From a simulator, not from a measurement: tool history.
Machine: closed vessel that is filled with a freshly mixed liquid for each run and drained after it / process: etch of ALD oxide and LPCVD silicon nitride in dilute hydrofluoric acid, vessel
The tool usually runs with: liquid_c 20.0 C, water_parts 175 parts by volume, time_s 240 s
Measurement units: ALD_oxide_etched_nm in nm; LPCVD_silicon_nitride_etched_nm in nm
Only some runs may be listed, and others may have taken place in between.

run	hour	liquid_c	water_parts	time_s	wafers since the last listed run	hours since the thermometer was replaced	hours since the hydrofluoric acid flow meter was replaced	hours since the gauge calibration	read-back film thickness of the ALD oxide reference wafer, read on the same gauge (nm)	read-back film thickness of the LPCVD silicon nitride reference wafer, read on the same gauge (nm)	ALD_oxide_etched_nm	LPCVD_silicon_nitride_etched_nm
1	0.0	20.0	175	240	0	225.8	152.7	1839.0	30.01	60.001	20.61	0.600
2	45.4	20.0	135	240	4694	271.2	198.1	1884.4	30.00	59.956	28.03	0.734
3	99.2	20.0	135	240	5563	325.0	251.9	1938.2	29.99	60.009	27.98	0.755
4	203.5	20.0	175	240	10784	429.3	356.2	2042.5	29.98	60.017	21.11	0.575
5	251.3	22.5	175	240	4942	477.1	404.0	2090.3	30.00	59.993	23.04	0.669
6	346.1	20.0	150	240	9802	571.9	498.8	2185.1	29.99	59.969	25.26	0.678
7	393.0	20.0	175	240	4849	618.8	545.7	2232.0	30.00	60.045	21.23	0.600
8	444.4	18.5	240	380	5314	670.2	597.1	2283.4	30.01	60.029	21.92	0.640
9	516.2	17.5	175	240	7424	742.0	668.9	2355.2	30.00	60.018	19.44	0.534
# hour 547.1: gauge calibrated
10	621.6	20.0	250	120	10898	847.4	774.3	74.5	29.99	59.990	7.05	0.207
# hour 658.0: hydrofluoric acid flow meter replaced
11	671.3	17.0	95	240	5035	897.1	13.3	124.2	30.02	60.006	36.79	0.969
12	723.8	20.0	245	290	5428	949.6	65.8	176.7	30.00	59.971	16.79	0.531
13	799.5	20.0	175	240	7827	1025.3	141.5	252.4	29.98	59.948	21.04	0.509
14	836.3	20.0	175	240	3805	1062.1	178.3	289.2	30.02	59.984	21.08	0.613
# hour 958.8: thermometer replaced
15	972.4	20.0	175	240	13969	13.6	314.4	425.3	29.99	59.962	20.57	0.556
16	1053.3	20.0	175	310	8365	94.5	395.3	506.2	29.99	59.998	26.85	0.752
17	1117.3	18.0	240	190	6617	158.5	459.3	570.2	29.98	60.005	10.44	0.279
18	1215.0	20.0	175	105	10102	256.2	557.0	667.9	30.00	60.036	9.23	0.251

Predict the results of run 19:
19	1269.8	20.0	175	240	5666	311.0	611.8	722.7	?	?	?	?

{"run 19": {"read-back film thickness of the ALD oxide reference wafer, read on the same gauge (nm)": 29.98, "read-back film thickness of the LPCVD silicon nitride reference wafer, read on the same gauge (nm)": 59.992, "ALD_oxide_etched_nm": 20.94, "LPCVD_silicon_nitride_etched_nm": 0.551}}
The same run, on a tool lacking any hidden state, would have yielded ALD_oxide_etched_nm 20.07 nm, LPCVD_silicon_nitride_etched_nm 0.528 nm.

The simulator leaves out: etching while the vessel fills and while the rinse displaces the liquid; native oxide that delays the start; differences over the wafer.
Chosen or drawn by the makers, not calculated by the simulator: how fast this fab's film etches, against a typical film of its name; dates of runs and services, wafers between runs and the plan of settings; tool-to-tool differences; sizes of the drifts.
